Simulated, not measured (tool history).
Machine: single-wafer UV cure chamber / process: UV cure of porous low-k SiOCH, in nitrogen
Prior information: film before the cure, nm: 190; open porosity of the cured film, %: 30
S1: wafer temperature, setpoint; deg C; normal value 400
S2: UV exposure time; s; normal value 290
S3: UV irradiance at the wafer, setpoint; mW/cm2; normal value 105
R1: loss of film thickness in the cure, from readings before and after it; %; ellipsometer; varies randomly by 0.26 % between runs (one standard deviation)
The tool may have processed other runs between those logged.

run 1 hour=0.0 | S1=400 S2=290 S3=105 | R1=16.876
run 2 hour=27.2 | S1=400 S2=290 S3=105 | R1=16.385
run 3 hour=62.4 | S1=400 S2=290 S3=105 | R1=16.807
-- hour=100.2 quartz window cleaned
run 4 hour=100.7 | S1=400 S2=290 S3=105 | R1=16.487
run 5 hour=125.2 | S1=400 S2=425 S3=105 | R1=19.427
run 6 hour=147.0 | S1=400 S2=425 S3=105 | R1=19.593
run 7 hour=174.0 | S1=400 S2=290 S3=89 | R1=15.923
run 8 hour=203.0 | S1=400 S2=290 S3=89 | R1=15.333
-- hour=236.2 UV bulbs replaced
run 9 hour=237.2 | S1=415 S2=290 S3=105 | R1=16.113
run 10 hour=254.8 | S1=415 S2=290 S3=105 | R1=15.775
-- hour=266.5 quartz window cleaned
run 11 hour=268.1 | S1=400 S2=240 S3=139 | R1=17.643
run 12 hour=281.2 | S1=393 S2=370 S3=79 | R1=16.894
run 13 hour=296.3 | S1=400 S2=170 S3=122 | R1=14.365
run 14 hour=324.2 | S1=400 S2=425 S3=105 | R1=19.091
run 15 hour=427.3 | S1=400 S2=290 S3=105 | R1=15.285
-- hour=442.6 quartz window cleaned
run 16 hour=453.3 | S1=406 S2=290 S3=126 | R1=18.159
run 17 hour=474.7 | S1=415 S2=140 S3=121 | R1=13.959
run 18 hour=509.3 | S1=381 S2=290 S3=119 | R1=17.318
run 19 hour=544.0 | S1=400 S2=290 S3=105 | R1=16.639
run 20 hour=579.1 | S1=400 S2=210 S3=122 | R1=15.190

4 options for the next run, each taken on its own from the tool as it stands now. Forecast them:
run A hour=579.6 | S1=400 S2=150 S3=105 | R1=?
run B hour=579.6 | S1=400 S2=180 S3=105 | R1=?
run C hour=579.6 | S1=414 S2=290 S3=71 | R1=?
run D hour=579.6 | S1=385 S2=140 S3=75 | R1=?

run=A R1=12.373
run=B R1=13.323
run=C R1=14.054
run=D R1=10.007
Take away the tool's hidden state, keep each run's random variation, and the runs would have read:
run=A R1=13.313
run=B R1=14.279
run=C R1=15.023
run=D R1=10.919

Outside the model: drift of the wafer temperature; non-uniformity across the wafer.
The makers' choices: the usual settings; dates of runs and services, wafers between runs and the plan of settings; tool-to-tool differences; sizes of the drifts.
